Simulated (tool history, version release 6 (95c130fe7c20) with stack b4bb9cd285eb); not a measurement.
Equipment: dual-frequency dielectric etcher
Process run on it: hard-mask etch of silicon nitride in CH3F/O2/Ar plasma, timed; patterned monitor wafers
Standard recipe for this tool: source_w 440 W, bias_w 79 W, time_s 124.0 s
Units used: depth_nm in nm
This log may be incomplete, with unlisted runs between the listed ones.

run     day  source_w  bias_w  time_s  read-back reference wafer on the same gauge, depth_nm  depth_nm
  1   0.000       440      79   124.0                                                   85.6      97.6
  2   1.100       440      79   124.0                                                   85.7      96.9
  3   2.583       440      79   124.0                                                   85.7      96.0
  4   3.912       440      79   124.0                                                   85.6      96.1
  5   4.579       440      79   124.0                                                   85.8      95.5
  6   5.083       440      79   124.0                                                   85.7      96.1
      7.346  -- wet clean of the chamber
  7   7.367       440      79   124.0                                                   85.7      92.6
  8   7.383       440      79   124.0                                                   85.7      93.5
  9   8.317       440      79   124.0                                                   85.6      92.5
      9.208  -- gauge calibrated
      9.279  -- bias power generator calibrated
     10.062  -- source power generator calibrated
     11.238  -- wet clean of the chamber, repeated, since the last time left the tool worse
 10  11.258       440      79   113.0                                                   85.7      89.1
     12.462  -- upper electrode replaced
 11  12.483       440      79   124.0                                                   85.6      99.1
 12  12.725       440      79   161.0                                                   85.7     127.4
 13  14.200       350      59    87.5                                                   85.8      53.8
 14  15.458       360      69   146.5                                                   85.7      97.3
 15  16.292       480      95   156.5                                                   85.7     136.9

4 options for the next run, each taken on its own from the tool as it stands now. Forecast them:
  A  16.312       440      79   124.0                                                      ?         ?
  B  16.312       440      65   144.5                                                      ?         ?
  C  16.312       360      79    97.5                                                      ?         ?
  D  16.312       390      79   124.0                                                      ?         ?

run  read-back reference wafer on the same gauge, depth_nm  depth_nm
  A                                                   85.7      98.3
  B                                                   85.7     108.1
  C                                                   85.7      67.9
  D                                                   85.7      91.1
With the hidden condition removed and each run's random variation left untouched, the same runs would have given:
run  depth_nm
  A      99.2
  B     109.2
  C      68.6
  D      92.0
